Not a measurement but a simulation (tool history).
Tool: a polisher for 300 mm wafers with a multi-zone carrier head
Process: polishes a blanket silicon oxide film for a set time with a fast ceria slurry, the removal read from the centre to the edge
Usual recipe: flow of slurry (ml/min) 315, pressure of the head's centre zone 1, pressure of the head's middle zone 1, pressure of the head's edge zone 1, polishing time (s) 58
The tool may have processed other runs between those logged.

run,day,flow of slurry (ml/min),pressure of the head's centre zone,pressure of the head's middle zone,pressure of the head's edge zone,polishing time (s),wafers since the last listed run,wafers polished on this pad,hours since the slurry nozzle was cleaned,hours since the centre zone pressure was calibrated,hours since the edge zone pressure was calibrated,hours since the carrier head's membrane was replaced,"incoming thickness of the incoming film, nm",film removed at the wafer's centre (angstrom),film removed at mid-radius (angstrom),film removed at the wafer's edge (angstrom)
1,0,315,1,1.06,1,58,0,2253,403.8,117.5,1058.7,347.1,2659,8952,9117,8831
2,1.421,315,1,1,1,58,213,2466,437.9,151.6,1092.8,381.2,2653.2,8915,8866,8825
# day 1.971: slurry nozzle cleaned
# day 3.25: worn pad replaced by a new one
3,4.312,315,1,1,1,69,402,159,56.2,221,1162.2,450.6,2662.1,10579,10229,10450
4,5.571,400,0.92,0.96,1.09,58,188,347,86.4,251.2,1192.4,480.8,2612.6,8618,8851,9292
5,8.308,315,1,1,1,58,410,758,152.1,316.9,1258.1,546.5,2674,9094,8831,9016
# day 10.171: edge zone pressure recalibrated
6,10.696,315,1,0.89,1,58,345,1103,209.4,374.2,12.6,603.8,2672.7,9198,7950,8824
7,13.604,220,1.09,1.08,1,74,436,1539,279.2,444,82.4,673.6,2683.8,11747,11598,10724
8,15.983,315,1,0.9,1.05,48,356,1896,336.3,501.1,139.5,730.7,2657.8,7564,6534,7431
9,17.525,315,1,1,0.95,58,231,2127,373.3,538.1,176.5,767.7,2655.8,9187,8486,8584
10,18.683,315,1,1.1,1,58,173,2301,401.1,565.9,204.3,795.5,2604.5,9164,9323,8769
# day 19.846: slurry nozzle cleaned
11,20.342,315,1,1,1.08,58,242,2543,11.9,605.7,244.1,835.3,2668.4,9372,8828,9190
# day 21.046: worn pad replaced by a new one
12,21.962,315,1,1,1,63,218,137,50.8,644.6,283,874.2,2628.9,9734,9268,9468
13,23.746,315,1,1,1,58,267,404,93.6,687.4,325.8,917,2667,9346,8744,8687
14,26.525,365,0.91,0.97,0.93,58,416,821,160.3,754.1,392.5,983.7,2599.7,8668,8742,8588
15,29.104,315,1,1,1,58,386,1208,222.2,816,454.4,1045.6,2631.5,9255,8606,8762
16,30.438,210,1,1,1,58,199,1407,254.2,848,486.4,1077.6,2650.8,8970,8386,8492
# day 32.367: carrier head's membrane replaced by a new one
17,34.325,315,0.92,1,1,58,551,1959,347.5,941.3,579.7,47,2686.7,8757,8891,8656
18,36.438,315,1,1,1,58,316,2276,398.2,992,630.4,97.7,2658,9829,8883,8789
# day 36.6: slurry nozzle cleaned
19,37.625,315,0.93,1.08,1,46,171,2448,24.6,1020.5,658.9,126.2,2655.8,7198,7258,6939
# day 38.638: worn pad replaced by a new one
20,38.958,315,1,1,1,58,174,47,56.6,1052.5,690.9,158.2,2645.8,9705,8747,8679
21,41.696,315,1,0.91,1,58,410,458,122.3,1118.2,756.6,223.9,2604,9807,8168,8744

What if the next run were any one of these 5? Each begins from the tool's condition after run 21:
A,41.712,315,1,0.94,1,58,2,460,122.7,1118.6,757,224.3,2701.3,?,?,?
B,41.712,315,1,0.9,1,58,2,460,122.7,1118.6,757,224.3,2701.3,?,?,?
C,41.712,315,1,0.91,1.07,58,2,460,122.7,1118.6,757,224.3,2701.3,?,?,?
D,41.712,265,0.95,1,1.11,38,2,460,122.7,1118.6,757,224.3,2701.3,?,?,?
E,41.712,230,1,0.89,1,58,2,460,122.7,1118.6,757,224.3,2701.3,?,?,?

run,film removed at the wafer's centre (angstrom),film removed at mid-radius (angstrom),film removed at the wafer's edge (angstrom)
A,9629,8263,8730
B,9627,7969,8735
C,9627,8042,9029
D,5868,5593,5930
E,9220,7595,8483
Take away the tool's hidden state, keep each run's random variation, and the runs would have read:
run,film removed at the wafer's centre (angstrom),film removed at mid-radius (angstrom),film removed at the wafer's edge (angstrom)
A,8777,8267,8730
B,8774,7973,8735
C,8775,8046,9029
D,5346,5596,5930
E,8403,7599,8484
